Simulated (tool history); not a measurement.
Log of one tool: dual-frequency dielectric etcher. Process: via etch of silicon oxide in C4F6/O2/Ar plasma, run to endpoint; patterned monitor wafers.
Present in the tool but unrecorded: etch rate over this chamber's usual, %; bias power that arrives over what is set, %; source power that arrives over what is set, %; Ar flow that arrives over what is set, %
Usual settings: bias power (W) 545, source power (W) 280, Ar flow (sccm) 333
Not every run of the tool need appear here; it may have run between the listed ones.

| run | hour | bias power (W) | source power (W) | Ar flow (sccm) | wafers since the last listed run | hours since the last wet clean | hours since the last bias power generator calibration | hours since the last source power generator calibration | hours since the last Ar flow controller change | hours since the last upper electrode change | incoming incoming film thickness, nm | endpoint time (s) |
|---|---|---|---|---|---|---|---|---|---|---|---|---|
| 1 | 0 | 545 | 280 | 372 | 0 | 164.6 | 3189.7 | 1401 | 2952.7 | 5308.3 | 144.8 | 36.8 |
| 2 | 53.7 | 649 | 280 | 333 | 1070 | 218.3 | 3243.4 | 1454.7 | 3006.4 | 5362 | 145.4 | 34.7 |
| 3 | 104.5 | 649 | 280 | 333 | 1012 | 269.1 | 3294.2 | 1505.5 | 3057.2 | 5412.8 | 143.4 | 34 |
| 4 | 142.3 | 649 | 280 | 333 | 753 | 306.9 | 3332 | 1543.3 | 3095 | 5450.6 | 143.2 | 33.9 |
| 5 | 201.5 | 545 | 280 | 333 | 1179 | 366.1 | 3391.2 | 1602.5 | 3154.2 | 5509.8 | 145.5 | 36.1 |
| 6 | 251.2 | 545 | 280 | 333 | 990 | 415.8 | 3440.9 | 1652.2 | 3203.9 | 5559.5 | 144.6 | 35.7 |
| 7 | 289.1 | 545 | 280 | 333 | 755 | 453.7 | 3478.8 | 1690.1 | 3241.8 | 5597.4 | 142.9 | 35.4 |
| 8 | 317.7 | 545 | 280 | 333 | 570 | 482.3 | 3507.4 | 1718.7 | 3270.4 | 5626 | 144.6 | 35.6 |
| 9 | 354.5 | 545 | 280 | 333 | 733 | 519.1 | 3544.2 | 1755.5 | 3307.2 | 5662.8 | 145.5 | 35.9 |
|  | 381.9 | wet clean of the chamber |
| 10 | 389.1 | 613 | 240 | 364 | 211 | 7.2 | 3578.8 | 1790.1 | 3341.8 | 5697.4 | 144.2 | 38.3 |
| 11 | 434.5 | 434 | 220 | 271 | 904 | 52.6 | 3624.2 | 1835.5 | 3387.2 | 5742.8 | 145.8 | 43.1 |
| 12 | 506.2 | 545 | 280 | 333 | 1429 | 124.3 | 3695.9 | 1907.2 | 3458.9 | 5814.5 | 145.1 | 37.2 |
| 13 | 558.2 | 545 | 300 | 367 | 1036 | 176.3 | 3747.9 | 1959.2 | 3510.9 | 5866.5 | 144.3 | 36.4 |
|  | 599.6 | bias power generator calibrated |
|  | 630.7 | upper electrode replaced |
| 14 | 742.8 | 545 | 280 | 333 | 3121 | 360.9 | 143.2 | 2143.8 | 3695.5 | 112.1 | 145.1 | 36.6 |
| 15 | 793.2 | 423 | 280 | 413 | 1004 | 411.3 | 193.6 | 2194.2 | 3745.9 | 162.5 | 143.8 | 39.4 |
| 16 | 832.7 | 635 | 280 | 403 | 787 | 450.8 | 233.1 | 2233.7 | 3785.4 | 202 | 142 | 34.9 |
| 17 | 881.2 | 545 | 260 | 261 | 966 | 499.3 | 281.6 | 2282.2 | 3833.9 | 250.5 | 144.8 | 36.5 |
|  | 944.1 | wet clean of the chamber |
|  | 997.8 | source power generator calibrated |
| 18 | 1056.9 | 545 | 280 | 371 | 2943 | 112.8 | 457.3 | 59.1 | 4009.6 | 426.2 | 145.3 | 37.3 |
|  | 1120.6 | Ar flow controller replaced |
| 19 | 1122.9 | 545 | 230 | 252 | 1195 | 178.8 | 523.3 | 125.1 | 2.3 | 492.2 | 144.3 | 38.2 |
| 20 | 1181 | 468 | 280 | 333 | 1157 | 236.9 | 581.4 | 183.2 | 60.4 | 550.3 | 145.8 | 38.1 |
| 21 | 1251.5 | 593 | 280 | 333 | 1405 | 307.4 | 651.9 | 253.7 | 130.9 | 620.8 | 145.2 | 35.4 |
| 22 | 1301.2 | 468 | 280 | 333 | 990 | 357.1 | 701.6 | 303.4 | 180.6 | 670.5 | 145.1 | 37.8 |
| 23 | 1330.9 | 464 | 250 | 366 | 591 | 386.8 | 731.3 | 333.1 | 210.3 | 700.2 | 144.8 | 39.4 |
| 24 | 1373.5 | 545 | 310 | 393 | 849 | 429.4 | 773.9 | 375.7 | 252.9 | 742.8 | 144.3 | 35 |
|  | 1415.8 | wet clean of the chamber |
| 25 | 1416.3 | 583 | 230 | 406 | 374 | 0.5 | 816.7 | 418.5 | 295.7 | 785.6 | 145.1 | 39.7 |
| 26 | 1445.9 | 679 | 260 | 407 | 589 | 30.1 | 846.3 | 448.1 | 325.3 | 815.2 | 144.5 | 35.8 |
| 27 | 1500.6 | 411 | 220 | 277 | 1090 | 84.8 | 901 | 502.8 | 380 | 869.9 | 144.6 | 42.3 |
| 28 | 1546.9 | 545 | 240 | 403 | 922 | 131.1 | 947.3 | 549.1 | 426.3 | 916.2 | 144.4 | 39.2 |

What if the next run were any one of these 5? Each begins from the tool's condition after run 28:
| A | 1547.3 | 545 | 230 | 333 | 7 | 131.5 | 947.7 | 549.5 | 426.7 | 916.6 | 145.3 | ? |
| B | 1547.3 | 475 | 280 | 333 | 7 | 131.5 | 947.7 | 549.5 | 426.7 | 916.6 | 145.3 | ? |
| C | 1547.3 | 545 | 230 | 312 | 7 | 131.5 | 947.7 | 549.5 | 426.7 | 916.6 | 145.3 | ? |
| D | 1547.3 | 545 | 260 | 360 | 7 | 131.5 | 947.7 | 549.5 | 426.7 | 916.6 | 145.3 | ? |
| E | 1547.3 | 427 | 340 | 266 | 7 | 131.5 | 947.7 | 549.5 | 426.7 | 916.6 | 145.3 | ? |

| run | endpoint time (s) |
|---|---|
| A | 39.2 |
| B | 37.7 |
| C | 39 |
| D | 37.7 |
| E | 35.2 |
Had the tool no hidden state, the same runs would have come out as:
| run | endpoint time (s) |
|---|---|
| A | 39.7 |
| B | 38.2 |
| C | 39.5 |
| D | 38.1 |
| E | 35.7 |
